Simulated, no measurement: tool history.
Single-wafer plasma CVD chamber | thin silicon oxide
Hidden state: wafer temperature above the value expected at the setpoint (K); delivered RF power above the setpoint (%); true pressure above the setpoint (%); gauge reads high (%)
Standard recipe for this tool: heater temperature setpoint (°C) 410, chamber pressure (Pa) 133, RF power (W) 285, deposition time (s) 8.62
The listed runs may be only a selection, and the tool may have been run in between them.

run	hour	heater temperature setpoint (°C)	chamber pressure (Pa)	RF power (W)	deposition time (s)	wafers since the last listed run	hours since the last thermocouple change	hours since the last RF generator calibration	hours since the last manometer calibration	hours since the showerhead was replaced	hours since the gauge calibration	read-back reference wafer on the same gauge, thickness_nm	mean film thickness on the monitor wafer (nm)
1	0	410	133	285	8.62	0	2173	1525.4	1744.3	6750.9	386.1	18.574	16.462
2	24.1	410	133	285	8.62	1211	2197.1	1549.5	1768.4	6775	410.2	18.602	16.471
3	43.4	410	133	285	8.62	970	2216.4	1568.8	1787.7	6794.3	429.5	18.596	16.481
# hour 54.1: gauge calibrated
4	72.8	410	133	285	8.62	1477	2245.8	1598.2	1817.1	6823.7	18.7	18.609	16.487
5	88.5	410	133	285	8.62	789	2261.5	1613.9	1832.8	6839.4	34.4	18.595	16.479
6	131.1	410	133	285	9.99	2141	2304.1	1656.5	1875.4	6882	77	18.598	19.052
7	190.5	410	133	285	9.99	2985	2363.5	1715.9	1934.8	6941.4	136.4	18.618	19.149
8	206.4	410	119	285	8.62	799	2379.4	1731.8	1950.7	6957.3	152.3	18.597	15.309
9	241.1	410	133	285	9.95	1744	2414.1	1766.5	1985.4	6992	187	18.584	19.074
10	270.8	410	133	285	9.95	1492	2443.8	1796.2	2015.1	7021.7	216.7	18.591	19.023
11	294.8	410	151	285	8.62	1206	2467.8	1820.2	2039.1	7045.7	240.7	18.6	17.746
# hour 308.4: RF generator calibrated
# hour 333.2: thermocouple changed; heater temperature recalibrated
12	333.7	410	133	285	8.62	1151	0.5	25.3	2078	7084.6	279.6	18.603	17.037
13	361.7	410	133	335	7.56	1407	28.5	53.3	2106	7112.6	307.6	18.597	16.076

What does the tool deliver on the next run?
# hour 462: capacitance manometer re-zeroed and calibrated
14	464.1	398	116	285	8.62	4744	130.9	155.7	2.1	7215	410	?	?

read-back reference wafer on the same gauge, thickness_nm: 18.611
mean film thickness on the monitor wafer (nm): 14.751
On a tool with no hidden condition, and with the same random variation, this run would have come out at mean film thickness on the monitor wafer (nm) 14.845.
